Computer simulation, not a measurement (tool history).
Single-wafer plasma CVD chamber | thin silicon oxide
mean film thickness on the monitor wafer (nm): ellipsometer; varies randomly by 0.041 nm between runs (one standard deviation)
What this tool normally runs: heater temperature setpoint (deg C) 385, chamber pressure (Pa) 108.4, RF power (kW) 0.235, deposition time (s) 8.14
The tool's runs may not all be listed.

run   hour  heater temperature setpoint (deg C)  chamber pressure (Pa)  RF power (kW)  deposition time (s)  read-back reference wafer on the same gauge, thickness_nm  mean film thickness on the monitor wafer (nm)
  1      0                                  385                  108.4          0.235                 8.14                                                     11.303                                         12.824
  2   19.3                                  385                  108.4          0.235                 8.14                                                     11.302                                          12.78
  3   69.7                                  385                  108.4          0.235                 8.14                                                     11.299                                         12.807
  4    123                                  385                  108.4           0.26                 7.46                                                     11.304                                         12.272
  5  152.8                                  385                  108.4          0.235                 8.14                                                     11.293                                         12.802
  6    170                                  385                  108.4          0.235                 8.14                                                     11.297                                         12.834
  7  198.7                                  385                  108.4          0.235                 8.14                                                     11.303                                         12.768
     209.9  -- thermocouple changed; heater temperature recalibrated
  8    216                                  385                  108.4          0.235                 8.14                                                     11.305                                         12.824
  9  240.6                                  385                  108.4           0.26                 8.14                                                     11.303                                         13.314
 10    259                                  385                  108.4           0.26                 8.14                                                     11.297                                         13.334
     270.1  -- gauge calibrated
     291.9  -- showerhead replaced
 11  292.4                                  385                  108.4           0.26                 8.14                                                     11.298                                         13.339
 12  308.3                                  385                  108.4          0.245                 8.14                                                     11.288                                         13.031
 13  321.2                                  385                  108.4          0.245                 8.14                                                     11.307                                         13.041
     330.7  -- capacitance manometer re-zeroed and calibrated
 14  333.9                                  385                  127.3          0.255                 7.34                                                     11.304                                         13.828
     353.8  -- RF generator calibrated
 15  360.2                                  385                  108.4          0.235                 8.14                                                     11.302                                         13.407
 16  394.6                                  391                  121.6          0.265                 7.45                                                     11.298                                          13.68
 17  410.1                                  385                  128.4          0.195                 8.14                                                     11.295                                         13.648
 18    423                                  385                  108.4          0.245                 8.14                                                     11.301                                         13.646
 19  439.3                                  374                  120.7          0.235                 8.14                                                     11.297                                         14.393
 20  472.3                                  385                  108.4          0.235                 8.14                                                     11.302                                         13.362
 21  500.9                                  397                   97.6           0.25                 8.77                                                     11.304                                         13.698
 22  514.6                                  385                  108.4            0.2                  7.3                                                     11.305                                         11.147
 23  529.9                                  391                   92.3          0.235                 8.14                                                      11.31                                         11.982
 24    542                                  373                  108.4           0.22                 8.14                                                     11.298                                         13.044
 25  567.4                                  398                    134          0.265                 9.04                                                     11.301                                         17.358
 26  588.7                                  385                  127.3          0.255                 7.34                                                     11.301                                         13.535

For each run, what was the tool's unlogged condition?
wafer temperature above the value expected at the setpoint (K): 0, the same for each run
delivered RF power above the setpoint (%): 0, the same for each run
gauge reads high (%): 0, the same for each run
H1: true pressure above the setpoint (%)
run      H1
  1   -7.36
  2   -7.38
  3   -7.44
  4   -7.49
  5   -7.52
  6   -7.54
  7   -7.56
  8   -7.58
  9    -7.6
 10   -7.61
 11   -7.64
 12   -7.65
 13   -7.66
 14  0.0128
 15  -0.311
 16  -0.716
 17  -0.891
 18   -1.03
 19   -1.21
 20   -1.56
 21   -1.84
 22   -1.97
 23   -2.12
 24   -2.23
 25   -2.46
 26   -2.65

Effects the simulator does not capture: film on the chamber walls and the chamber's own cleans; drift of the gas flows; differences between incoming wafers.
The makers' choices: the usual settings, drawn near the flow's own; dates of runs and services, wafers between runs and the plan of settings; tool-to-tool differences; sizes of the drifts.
